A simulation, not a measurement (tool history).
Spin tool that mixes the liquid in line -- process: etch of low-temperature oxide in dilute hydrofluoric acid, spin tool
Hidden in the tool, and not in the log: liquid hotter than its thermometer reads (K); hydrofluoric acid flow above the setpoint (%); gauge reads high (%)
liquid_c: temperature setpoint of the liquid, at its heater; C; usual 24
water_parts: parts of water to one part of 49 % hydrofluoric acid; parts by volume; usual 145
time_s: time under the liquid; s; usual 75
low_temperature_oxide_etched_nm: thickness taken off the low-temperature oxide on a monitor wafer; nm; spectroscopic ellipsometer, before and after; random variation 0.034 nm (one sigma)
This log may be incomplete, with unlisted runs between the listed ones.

run,hour,liquid_c,water_parts,time_s,wafers since the last listed run,hours since the thermometer was replaced,hours since the hydrofluoric acid flow meter was replaced,hours since the gauge calibration,"read-back film thickness of the low-temperature oxide reference wafer, read on the same gauge (nm)",low_temperature_oxide_etched_nm
1,0,24,145,75,0,1066.7,299.3,330.4,60,6.33
2,22.7,24,145,75,301,1089.4,322,353.1,60,6.29
3,53.4,24,145,75,407,1120.1,352.7,383.8,60.04,6.42
4,66.5,24,145,75,173,1133.2,365.8,396.9,60,6.38
5,85.1,24,145,75,246,1151.8,384.4,415.5,59.97,6.36
6,104.4,24,145,75,256,1171.1,403.7,434.8,60.01,6.42
7,136.1,24,145,75,420,1202.8,435.4,466.5,59.98,6.44
8,153.5,24,145,75,231,1220.2,452.8,483.9,60,6.41
9,177.2,24,145,75,314,1243.9,476.5,507.6,60.02,6.35
10,190.4,24,145,75,175,1257.1,489.7,520.8,60,6.45
# hour 225.3: gauge calibrated
11,253.9,24,145,75,843,1320.6,553.2,28.6,60.02,6.45
12,272.5,24,145,100,246,1339.2,571.8,47.2,59.98,8.58
# hour 294.2: hydrofluoric acid flow meter replaced
13,296.2,25.5,195,75,301,1362.9,2,70.9,59.97,4.64

Run 14 comes next. What will it give?
14,309.5,24,145,75,176,1376.2,15.3,84.2,?,?

Run 14 yielded read-back film thickness of the low-temperature oxide reference wafer, read on the same gauge (nm) 59.99, low_temperature_oxide_etched_nm 6.28 nm.
With the hidden condition absent and the run-to-run variation left alone, this run would have shown low_temperature_oxide_etched_nm 6.24 nm.
